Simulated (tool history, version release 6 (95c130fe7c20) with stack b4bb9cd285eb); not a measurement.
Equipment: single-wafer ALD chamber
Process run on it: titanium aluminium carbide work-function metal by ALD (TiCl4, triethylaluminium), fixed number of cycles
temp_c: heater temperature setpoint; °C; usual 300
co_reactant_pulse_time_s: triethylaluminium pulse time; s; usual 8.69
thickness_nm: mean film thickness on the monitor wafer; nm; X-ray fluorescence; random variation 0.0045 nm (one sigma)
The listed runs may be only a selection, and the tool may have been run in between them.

| run | hour | temp_c | co_reactant_pulse_time_s | read-back reference wafer on the same gauge, thickness_nm | thickness_nm |
|---|---|---|---|---|---|
| 1 | 0 | 300 | 8.69 | 1.48 | 1.756 |
| 2 | 52.6 | 300 | 7.22 | 1.48 | 1.672 |
| 3 | 153 | 288 | 8.69 | 1.481 | 1.667 |
| 4 | 226.4 | 288 | 8.69 | 1.479 | 1.669 |
| 5 | 265.8 | 288 | 8.69 | 1.482 | 1.67 |
| 6 | 353.8 | 300 | 8.69 | 1.481 | 1.759 |
|  | 603.3 | triethylaluminium bottle replaced |
| 7 | 614.4 | 300 | 8.69 | 1.48 | 1.757 |
|  | 629.7 | gauge calibrated |
| 8 | 708.2 | 300 | 8.69 | 1.48 | 1.755 |
| 9 | 760.2 | 300 | 8.69 | 1.481 | 1.751 |
| 10 | 859.3 | 300 | 6.75 | 1.481 | 1.595 |
|  | 900.8 | thermocouple changed; heater temperature recalibrated |
| 11 | 926.5 | 300 | 6.75 | 1.481 | 1.627 |
| 12 | 1027.6 | 300 | 8.69 | 1.48 | 1.78 |
|  | 1055.6 | showerhead replaced, of another model than before |
| 13 | 1116.5 | 285 | 10.25 | 1.48 | 1.713 |
| 14 | 1155.3 | 308 | 10.8 | 1.479 | 1.914 |
| 15 | 1238.5 | 288 | 8.69 | 1.481 | 1.69 |
| 16 | 1289.6 | 314 | 6.07 | 1.481 | 1.317 |
| 17 | 1358.5 | 300 | 11.74 | 1.48 | 1.856 |
| 18 | 1462.7 | 296 | 11.81 | 1.479 | 1.825 |
| 19 | 1505.8 | 300 | 8.69 | 1.479 | 1.767 |
| 20 | 1581.7 | 300 | 8.69 | 1.479 | 1.763 |
| 21 | 1682.3 | 312 | 7.26 | 1.481 | 1.678 |
| 22 | 1778 | 300 | 7.33 | 1.479 | 1.602 |
|  | 1809.6 | gauge calibrated |
| 23 | 1844.4 | 311 | 7.73 | 1.479 | 1.757 |
|  | 1869.8 | triethylaluminium bottle replaced |
| 24 | 1985.7 | 312 | 12.16 | 1.48 | 1.947 |

Forecast each of these 3 alternatives for the next run:
| A | 1986.1 | 300 | 8.69 | ? | ? |
| B | 1986.1 | 307 | 6.2 | ? | ? |
| C | 1986.1 | 307 | 7.47 | ? | ? |

| run | read-back reference wafer on the same gauge, thickness_nm | thickness_nm |
|---|---|---|
| A | 1.48 | 1.76 |
| B | 1.48 | 1.322 |
| C | 1.48 | 1.679 |
What these runs would have given with no unlogged condition in the tool:
| run | thickness_nm |
|---|---|
| A | 1.781 |
| B | 1.338 |
| C | 1.698 |
